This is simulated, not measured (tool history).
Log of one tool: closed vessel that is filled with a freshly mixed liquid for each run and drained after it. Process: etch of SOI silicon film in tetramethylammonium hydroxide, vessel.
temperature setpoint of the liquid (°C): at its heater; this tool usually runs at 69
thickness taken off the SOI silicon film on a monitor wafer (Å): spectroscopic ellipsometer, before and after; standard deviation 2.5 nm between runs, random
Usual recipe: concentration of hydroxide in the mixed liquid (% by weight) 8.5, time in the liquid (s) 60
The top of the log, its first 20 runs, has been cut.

run   hour  temperature setpoint of the liquid (°C)  concentration of hydroxide in the mixed liquid (% by weight)  time in the liquid (s)  wafers since the last listed run  hours since the thermometer was replaced  hours since the hydroxide flow meter was replaced  hours since the gauge calibration  read-back film thickness of the SOI silicon film reference wafer, read on the same gauge (nm)  thickness taken off the SOI silicon film on a monitor wafer (Å)
 21  304.1                                       64                                                           8.5                      45                               839                                      55.5                                                 50                               20.9                                                                                          40.01                                                           2402.4
 22    312                                       75                                                           8.5                      60                               614                                      63.4                                               57.9                               28.8                                                                                          40.02                                                           6202.1
 23  321.7                                     73.5                                                          10.5                      90                               754                                      73.1                                               67.6                               38.5                                                                                             40                                                           7926.7
 24  327.9                                       69                                                             7                      35                               481                                      79.3                                               73.8                               44.7                                                                                          40.02                                                           2705.9
 25  337.1                                       69                                                           6.5                      70                               715                                      88.5                                                 83                               53.9                                                                                          39.99                                                           5497.3
 26  345.6                                       69                                                           8.5                      60                               660                                        97                                               91.5                               62.4                                                                                          40.01                                                           4395.7
 27  353.7                                       74                                                           8.5                      60                               629                                     105.1                                               99.6                               70.5                                                                                          39.95                                                           5813.4
 28  360.7                                       69                                                           8.5                      60                               544                                     112.1                                              106.6                               77.5                                                                                             40                                                           4352.3
 29  376.8                                       69                                                           7.5                      60                              1251                                     128.2                                              122.7                               93.6                                                                                          39.99                                                           4559.8
 30    391                                       72                                                           9.5                      35                              1103                                     142.4                                              136.9                              107.8                                                                                          39.98                                                           2899.4
 31  406.3                                       69                                                           8.5                      35                              1189                                     157.7                                              152.2                              123.1                                                                                          39.97                                                           2522.7
 32  413.9                                       69                                                           6.5                      70                               590                                     165.3                                              159.8                              130.7                                                                                          39.96                                                           5481.4
 33  423.1                                       77                                                           8.5                      60                               715                                     174.5                                                169                              139.9                                                                                          40.03                                                           6929.8
 34  439.2                                       69                                                           8.5                      60                              1251                                     190.6                                              185.1                                156                                                                                          40.01                                                           4386.7

Branching from run 34: 4 alternative next runs. What would each branch give?
  A  439.9                                       69                                                           8.5                      60                                54                                     191.3                                              185.8                              156.7                                                                                              ?                                                                ?
  B  439.9                                     73.5                                                            10                      95                                54                                     191.3                                              185.8                              156.7                                                                                              ?                                                                ?
  C  439.9                                       69                                                             8                      50                                54                                     191.3                                              185.8                              156.7                                                                                              ?                                                                ?
  D  439.9                                       69                                                           7.5                      35                                54                                     191.3                                              185.8                              156.7                                                                                              ?                                                                ?

run  read-back film thickness of the SOI silicon film reference wafer, read on the same gauge (nm)  thickness taken off the SOI silicon film on a monitor wafer (Å)
  A                                                                                          40.02                                                           4338.2
  B                                                                                          40.02                                                           8401.4
  C                                                                                          40.02                                                           3686.8
  D                                                                                          40.02                                                           2630.9
With the hidden condition removed and each run's random variation left untouched, the same runs would have given:
run  thickness taken off the SOI silicon film on a monitor wafer (Å)
  A                                                           4410.6
  B                                                           8537.9
  C                                                           3748.3
  D                                                           2674.8
